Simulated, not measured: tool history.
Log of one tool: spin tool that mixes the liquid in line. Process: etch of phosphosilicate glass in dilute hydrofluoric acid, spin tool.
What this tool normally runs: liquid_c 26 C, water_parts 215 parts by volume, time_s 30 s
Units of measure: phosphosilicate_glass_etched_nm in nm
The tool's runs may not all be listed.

run,day,liquid_c,water_parts,time_s,wafers since the last listed run,hours since the thermometer was replaced,hours since the hydrofluoric acid flow meter was replaced,hours since the gauge calibration,"read-back film thickness of the phosphosilicate glass reference wafer, read on the same gauge (nm)",phosphosilicate_glass_etched_nm
1,0,28.5,215,30,0,585.6,1434.1,399.4,30,11.91
2,0.558,28.5,215,30,223,599,1447.5,412.8,30.02,11.98
# day 1.212: thermometer replaced
3,1.233,27,215,30,253,0.5,1463.7,429,30.01,10.81
4,1.858,26,190,30,249,15.5,1478.7,444,29.97,12.26
5,2.404,26,190,30,218,28.6,1491.8,457.1,30,12.1
6,2.796,26,190,30,156,38,1501.2,466.5,30.01,12.29
7,3.292,26,215,30,198,49.9,1513.1,478.4,29.99,10.5
8,3.596,26,215,30,121,57.2,1520.4,485.7,30.01,10.53
9,4.262,26,215,30,266,73.2,1536.4,501.7,30.01,10.51
10,4.579,22.5,300,30,126,80.8,1544,509.3,30,6.15
11,5.258,26,245,15,271,97.1,1560.3,525.6,29.99,4.45
# day 5.654: gauge calibrated
12,5.662,26,245,20,161,106.8,1570,0.2,29.99,5.96
13,5.925,30,125,30,104,113.1,1576.3,6.5,29.99,23.54
14,6.596,26,215,30,268,129.2,1592.4,22.6,30.01,10.54
15,6.954,26,215,30,143,137.8,1601,31.2,30,10.59
16,7.467,26,215,30,204,150.1,1613.3,43.5,29.99,10.52
17,8.121,26,265,30,261,165.8,1629,59.2,29.98,8.13
18,8.688,26,215,30,226,179.4,1642.6,72.8,29.97,10.57
# day 9: hydrofluoric acid flow meter replaced
19,9.329,24.5,120,40,239,194.8,7.9,88.2,29.95,26.98
20,9.946,26,215,30,246,209.6,22.7,103,30,10.64
21,10.238,28,310,30,116,216.6,29.7,110,30.01,7.1
22,10.704,26,215,25,186,227.8,40.9,121.2,29.96,8.88
23,11.062,31,325,50,143,236.4,49.5,129.8,29.98,12.25
24,11.604,26,215,30,216,249.4,62.5,142.8,30,10.7
25,12.004,29,185,45,159,259,72.1,152.4,30.05,21.27
26,12.338,22,215,30,133,267,80.1,160.4,30.04,9.25
27,12.817,26,245,15,191,278.5,91.6,171.9,29.97,4.56
28,13.208,26,215,30,156,287.9,101,181.3,29.95,10.71
29,13.558,24.5,150,30,139,296.3,109.4,189.7,30.01,15.62
30,14.033,26,215,30,189,307.7,120.8,201.1,29.97,10.69
31,14.296,26,215,30,104,314,127.1,207.4,30.01,10.68
32,14.612,26,290,30,126,321.6,134.7,215,29.99,7.31
33,15.046,22.5,180,45,173,332,145.1,225.4,29.96,17.55

Exercise: give the hidden state of the tool at every run:
hydrofluoric acid flow below the setpoint (%): 0, the same for each run
gauge reads high (%): 0, the same for each run
H1: liquid hotter than its thermometer reads (K)
run,H1
1,1.25
2,1.28
3,0.119
4,0.148
5,0.174
6,0.192
7,0.215
8,0.229
9,0.261
10,0.275
11,0.307
12,0.326
13,0.338
14,0.37
15,0.386
16,0.41
17,0.441
18,0.467
19,0.497
20,0.526
21,0.54
22,0.561
23,0.578
24,0.603
25,0.622
26,0.638
27,0.66
28,0.678
29,0.695
30,0.717
31,0.729
32,0.744
33,0.764

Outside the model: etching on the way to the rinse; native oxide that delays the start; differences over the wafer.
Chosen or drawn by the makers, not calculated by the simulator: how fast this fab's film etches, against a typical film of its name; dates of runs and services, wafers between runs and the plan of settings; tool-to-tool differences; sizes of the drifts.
